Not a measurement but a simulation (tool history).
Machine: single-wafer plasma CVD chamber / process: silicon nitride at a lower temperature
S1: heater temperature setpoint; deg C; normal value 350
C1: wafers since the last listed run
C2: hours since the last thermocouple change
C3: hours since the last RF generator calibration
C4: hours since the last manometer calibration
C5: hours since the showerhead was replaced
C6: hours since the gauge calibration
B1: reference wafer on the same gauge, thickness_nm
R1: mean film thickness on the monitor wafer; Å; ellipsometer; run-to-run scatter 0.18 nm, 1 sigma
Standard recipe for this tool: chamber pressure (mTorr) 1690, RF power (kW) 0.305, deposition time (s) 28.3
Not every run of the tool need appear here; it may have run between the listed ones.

run 1 hour=0 | S1=350 chamber_pressure_(mTorr)=1580 RF_power_(kW)=0.305 deposition_time_(s)=28.3 | C1=0 C2=643.2 C3=776.4 C4=1621 C5=2532.2 C6=1.6 | B1=32.109 | R1=328.62
run 2 hour=105.6 | S1=350 chamber_pressure_(mTorr)=1690 RF_power_(kW)=0.305 deposition_time_(s)=28.3 | C1=1536 C2=748.8 C3=882 C4=1726.6 C5=2637.8 C6=107.2 | B1=32.103 | R1=340.17
run 3 hour=177.7 | S1=350 chamber_pressure_(mTorr)=1690 RF_power_(kW)=0.305 deposition_time_(s)=28.3 | C1=1049 C2=820.9 C3=954.1 C4=1798.7 C5=2709.9 C6=179.3 | B1=32.081 | R1=339.18
run 4 hour=259.5 | S1=350 chamber_pressure_(mTorr)=1690 RF_power_(kW)=0.305 deposition_time_(s)=28.3 | C1=1190 C2=902.7 C3=1035.9 C4=1880.5 C5=2791.7 C6=261.1 | B1=32.084 | R1=335.5
run 5 hour=317.9 | S1=350 chamber_pressure_(mTorr)=1690 RF_power_(kW)=0.305 deposition_time_(s)=28.3 | C1=849 C2=961.1 C3=1094.3 C4=1938.9 C5=2850.1 C6=319.5 | B1=32.116 | R1=336.1
-- hour=456.4 showerhead replaced
-- hour=523.4 RF generator calibrated
-- hour=550.8 capacitance manometer re-zeroed and calibrated
run 6 hour=603.7 | S1=350 chamber_pressure_(mTorr)=1690 RF_power_(kW)=0.305 deposition_time_(s)=28.3 | C1=3809 C2=1246.9 C3=80.3 C4=52.9 C5=147.3 C6=605.3 | B1=32.146 | R1=338.27
run 7 hour=672.6 | S1=350 chamber_pressure_(mTorr)=1690 RF_power_(kW)=0.285 deposition_time_(s)=28.3 | C1=1002 C2=1315.8 C3=149.2 C4=121.8 C5=216.2 C6=674.2 | B1=32.086 | R1=322.64
run 8 hour=728.2 | S1=350 chamber_pressure_(mTorr)=1690 RF_power_(kW)=0.285 deposition_time_(s)=28.3 | C1=809 C2=1371.4 C3=204.8 C4=177.4 C5=271.8 C6=729.8 | B1=32.116 | R1=323.86
run 9 hour=800.5 | S1=350 chamber_pressure_(mTorr)=1690 RF_power_(kW)=0.285 deposition_time_(s)=28.3 | C1=1052 C2=1443.7 C3=277.1 C4=249.7 C5=344.1 C6=802.1 | B1=32.105 | R1=322.19
run 10 hour=1053.3 | S1=350 chamber_pressure_(mTorr)=1420 RF_power_(kW)=0.305 deposition_time_(s)=25.8 | C1=3678 C2=1696.5 C3=529.9 C4=502.5 C5=596.9 C6=1054.9 | B1=32.101 | R1=285.95
run 11 hour=1217.8 | S1=350 chamber_pressure_(mTorr)=1420 RF_power_(kW)=0.305 deposition_time_(s)=25.8 | C1=2393 C2=1861 C3=694.4 C4=667 C5=761.4 C6=1219.4 | B1=32.104 | R1=286.58
run 12 hour=1270 | S1=350 chamber_pressure_(mTorr)=1690 RF_power_(kW)=0.27 deposition_time_(s)=33.6 | C1=759 C2=1913.2 C3=746.6 C4=719.2 C5=813.6 C6=1271.6 | B1=32.115 | R1=371.71
run 13 hour=1338.6 | S1=340 chamber_pressure_(mTorr)=1690 RF_power_(kW)=0.345 deposition_time_(s)=28.3 | C1=998 C2=1981.8 C3=815.2 C4=787.8 C5=882.2 C6=1340.2 | B1=32.1 | R1=366.58
run 14 hour=1426.4 | S1=350 chamber_pressure_(mTorr)=1960 RF_power_(kW)=0.305 deposition_time_(s)=28.3 | C1=1277 C2=2069.6 C3=903 C4=875.6 C5=970 C6=1428 | B1=32.072 | R1=360.17
-- hour=1474.1 thermocouple changed; heater temperature recalibrated
run 15 hour=1494.4 | S1=344 chamber_pressure_(mTorr)=1690 RF_power_(kW)=0.305 deposition_time_(s)=28.3 | C1=873 C2=20.3 C3=971 C4=943.6 C5=1038 C6=1496 | B1=32.104 | R1=340.85
-- hour=1536.9 gauge calibrated
run 16 hour=1548.3 | S1=350 chamber_pressure_(mTorr)=2060 RF_power_(kW)=0.36 deposition_time_(s)=28.3 | C1=784 C2=74.2 C3=1024.9 C4=997.5 C5=1091.9 C6=11.4 | B1=32.124 | R1=406.78
-- hour=1572.6 RF generator calibrated
run 17 hour=1616.6 | S1=350 chamber_pressure_(mTorr)=1690 RF_power_(kW)=0.305 deposition_time_(s)=23.4 | C1=877 C2=142.5 C3=44 C4=1065.8 C5=1160.2 C6=79.7 | B1=32.124 | R1=279.26
run 18 hour=1666.8 | S1=350 chamber_pressure_(mTorr)=1430 RF_power_(kW)=0.305 deposition_time_(s)=28.3 | C1=730 C2=192.7 C3=94.2 C4=1116 C5=1210.4 C6=129.9 | B1=32.091 | R1=316.57
run 19 hour=1730.9 | S1=339 chamber_pressure_(mTorr)=1960 RF_power_(kW)=0.27 deposition_time_(s)=28.3 | C1=932 C2=256.8 C3=158.3 C4=1180.1 C5=1274.5 C6=194 | B1=32.132 | R1=329.26
run 20 hour=1814.9 | S1=350 chamber_pressure_(mTorr)=1690 RF_power_(kW)=0.305 deposition_time_(s)=28.3 | C1=1222 C2=340.8 C3=242.3 C4=1264.1 C5=1358.5 C6=278 | B1=32.163 | R1=338.92
run 21 hour=1889 | S1=341 chamber_pressure_(mTorr)=1690 RF_power_(kW)=0.305 deposition_time_(s)=24.8 | C1=1078 C2=414.9 C3=316.4 C4=1338.2 C5=1432.6 C6=352.1 | B1=32.125 | R1=295.43
run 22 hour=1937.8 | S1=350 chamber_pressure_(mTorr)=1400 RF_power_(kW)=0.305 deposition_time_(s)=28.3 | C1=710 C2=463.7 C3=365.2 C4=1387 C5=1481.4 C6=400.9 | B1=32.071 | R1=310.31
run 23 hour=2105.6 | S1=350 chamber_pressure_(mTorr)=1540 RF_power_(kW)=0.305 deposition_time_(s)=28.3 | C1=2441 C2=631.5 C3=533 C4=1554.8 C5=1649.2 C6=568.7 | B1=32.092 | R1=325.98
run 24 hour=2193.2 | S1=350 chamber_pressure_(mTorr)=1690 RF_power_(kW)=0.305 deposition_time_(s)=26.1 | C1=1274 C2=719.1 C3=620.6 C4=1642.4 C5=1736.8 C6=656.3 | B1=32.116 | R1=312
run 25 hour=2232.4 | S1=350 chamber_pressure_(mTorr)=1690 RF_power_(kW)=0.305 deposition_time_(s)=28.3 | C1=570 C2=758.3 C3=659.8 C4=1681.6 C5=1776 C6=695.5 | B1=32.071 | R1=340.31
run 26 hour=2305.8 | S1=343 chamber_pressure_(mTorr)=1690 RF_power_(kW)=0.305 deposition_time_(s)=28.3 | C1=1068 C2=831.7 C3=733.2 C4=1755 C5=1849.4 C6=768.9 | B1=32.111 | R1=340.63
run 27 hour=2361.1 | S1=340 chamber_pressure_(mTorr)=1540 RF_power_(kW)=0.26 deposition_time_(s)=28.3 | C1=804 C2=887 C3=788.5 C4=1810.3 C5=1904.7 C6=824.2 | B1=32.073 | R1=292.4
run 28 hour=2494.5 | S1=350 chamber_pressure_(mTorr)=1400 RF_power_(kW)=0.305 deposition_time_(s)=30.2 | C1=1941 C2=1020.4 C3=921.9 C4=1943.7 C5=2038.1 C6=957.6 | B1=32.087 | R1=332.18

Branching from run 28: 4 alternative next runs. What would each branch give?
run A hour=2494.9 | S1=350 chamber_pressure_(mTorr)=1690 RF_power_(kW)=0.305 deposition_time_(s)=28.3 | C1=5 C2=1020.8 C3=922.3 C4=1944.1 C5=2038.5 C6=958 | B1=? | R1=?
run B hour=2494.9 | S1=350 chamber_pressure_(mTorr)=1690 RF_power_(kW)=0.27 deposition_time_(s)=28.3 | C1=5 C2=1020.8 C3=922.3 C4=1944.1 C5=2038.5 C6=958 | B1=? | R1=?
run C hour=2494.9 | S1=350 chamber_pressure_(mTorr)=2100 RF_power_(kW)=0.305 deposition_time_(s)=31.7 | C1=5 C2=1020.8 C3=922.3 C4=1944.1 C5=2038.5 C6=958 | B1=? | R1=?
run D hour=2494.9 | S1=342 chamber_pressure_(mTorr)=1690 RF_power_(kW)=0.305 deposition_time_(s)=28.3 | C1=5 C2=1020.8 C3=922.3 C4=1944.1 C5=2038.5 C6=958 | B1=? | R1=?

run=A B1=32.037 R1=339.4
run=B B1=32.037 R1=313.63
run=C B1=32.037 R1=412.15
run=D B1=32.037 R1=340.42
Take away the tool's hidden state, keep each run's random variation, and the runs would have read:
run=A R1=339.4
run=B R1=313.63
run=C R1=412.15
run=D R1=340.42

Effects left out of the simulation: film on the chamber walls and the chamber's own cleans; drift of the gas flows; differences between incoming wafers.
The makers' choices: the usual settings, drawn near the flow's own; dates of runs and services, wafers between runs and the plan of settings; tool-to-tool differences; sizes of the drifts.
